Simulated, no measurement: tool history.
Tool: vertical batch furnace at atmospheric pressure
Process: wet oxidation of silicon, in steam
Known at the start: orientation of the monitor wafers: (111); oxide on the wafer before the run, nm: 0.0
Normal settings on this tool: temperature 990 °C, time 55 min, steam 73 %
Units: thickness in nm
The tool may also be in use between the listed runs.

run	hour	temperature	time	steam	read-back reference wafer on the same gauge, thickness	thickness
1	0	990	55	73	322.06	331.89
2	26.3	990	55	73	321.73	333.14
3	77.6	990	55	73	321.98	331.11
4	110.8	990	55	73	321.91	333.35
5	151.4	990	55	73	322.01	332.31
6	182.2	990	55	73	322.14	331.08
7	219.4	990	55	73	322.08	330.01
8	292.8	990	55	73	322.02	345.42
9	325.3	990	55	73	322.05	345.32
10	393.1	990	55	73	322.21	347.91
11	424.7	990	38.5	73	322.02	271.98
12	490.3	990	55	73	321.85	346.42
13	540.2	983	69	84	321.68	418.02
14	607.7	990	55	79	321.97	362.46
15	651.1	1007	32.5	73	322.13	273.11
16	694.1	990	55	73	322.23	345.36
17	732.7	1003	28	62	322.08	215.44
18	768.6	990	55	73	321.93	344.97
19	818.1	990	41	68	322.03	270.46
20	851.1	1008	55	73	321.95	384.95
21	890.3	990	55	79	322.43	361.1

The log once held 3 entries between its listed runs, left out of this copy. Where does each go, and what is different about the tool's unlogged condition between the listed run before it and the listed run after it?
Between runs 7 and 8: thermocouples replaced and temperature profile calibrated (hour 282.2); steam generator serviced (hour 292.3)
  steam share off its setpoint, % of the setpoint: -8.36 -> -1.51
  measured minus no-state result, thickness: -19.41 -> -3.44 nm
Between runs 13 and 14: gauge calibrated (hour 604.3)
  steam share off its setpoint, % of the setpoint: -1.58 -> -1.63
  measured minus no-state result, thickness: -4.29 -> -3.88 nm
